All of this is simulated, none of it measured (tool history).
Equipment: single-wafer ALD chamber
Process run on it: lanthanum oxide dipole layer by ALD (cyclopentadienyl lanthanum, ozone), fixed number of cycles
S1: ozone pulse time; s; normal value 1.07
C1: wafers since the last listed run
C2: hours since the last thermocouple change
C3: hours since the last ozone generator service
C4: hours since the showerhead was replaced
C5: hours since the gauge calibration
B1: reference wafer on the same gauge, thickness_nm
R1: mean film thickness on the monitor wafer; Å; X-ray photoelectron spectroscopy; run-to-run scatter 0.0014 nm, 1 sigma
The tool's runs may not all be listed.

run,hour,S1,C1,C2,C3,C4,C5,B1,R1
1,0,1.07,0,1346.8,1522.1,4634,47.9,0.447,4.47
2,17.8,1.07,292,1364.6,1539.9,4651.8,65.7,0.447,4.45
3,31.4,1.07,223,1378.2,1553.5,4665.4,79.3,0.447,4.49
4,46.6,1.19,249,1393.4,1568.7,4680.6,94.5,0.447,4.68
5,57.8,1.19,184,1404.6,1579.9,4691.8,105.7,0.447,4.67
6,71.2,1.19,220,1418,1593.3,4705.2,119.1,0.447,4.65
# hour 79.9: showerhead replaced
7,80.4,1.07,19,1427.2,1602.5,0.5,128.3,0.447,4.48
8,85.3,1.07,80,1432.1,1607.4,5.4,133.2,0.447,4.46
9,97.5,1.07,200,1444.3,1619.6,17.6,145.4,0.447,4.43
# hour 109.4: thermocouple changed; heater temperature recalibrated
# hour 115.1: ozone generator serviced
10,115.6,1.07,73,6.2,0.5,35.7,163.5,0.447,5.06
11,115.9,1.48,4,6.5,0.8,36,163.8,0.447,5.5
12,133.7,0.74,292,24.3,18.6,53.8,181.6,0.447,4.3
# hour 143.1: gauge calibrated
13,144.9,1.07,184,35.5,29.8,65,1.8,0.448,5
14,155.2,0.91,169,45.8,40.1,75.3,12.1,0.447,4.7
15,191.7,0.84,600,82.3,76.6,111.8,48.6,0.447,4.51
16,201.2,1.07,156,91.8,86.1,121.3,58.1,0.447,4.96
17,209.2,1.23,131,99.8,94.1,129.3,66.1,0.447,5.15
18,217.9,0.78,143,108.5,102.8,138,74.8,0.447,4.32
19,234,1.33,264,124.6,118.9,154.1,90.9,0.447,5.26
20,251.7,1.07,291,142.3,136.6,171.8,108.6,0.447,4.9

Selected run-to-run steps in R1, each split into two signed amounts: the part the tool would show with no hidden state at all (from settings, incoming material and random variation), and the remainder, which goes to the hidden state together with any gauge scatter not common to the measured and the hidden-state-free results:
Hidden state present: wafer temperature above the value expected at the setpoint (K); ozone dose above that of a generator just serviced (%); gauge reads high (%).
Run 9 -> 10: thermocouple changed; heater temperature recalibrated, ozone generator serviced. R1 +0.63 Å: hidden state +0.59, all else +0.04.
Run 11 -> 12: S1 1.48 -> 0.74. R1 -1.2 Å: hidden state -0.15, all else -1.05.
Run 18 -> 19: S1 0.78 -> 1.33. R1 +0.94 Å: hidden state +0.12, all else +0.82.
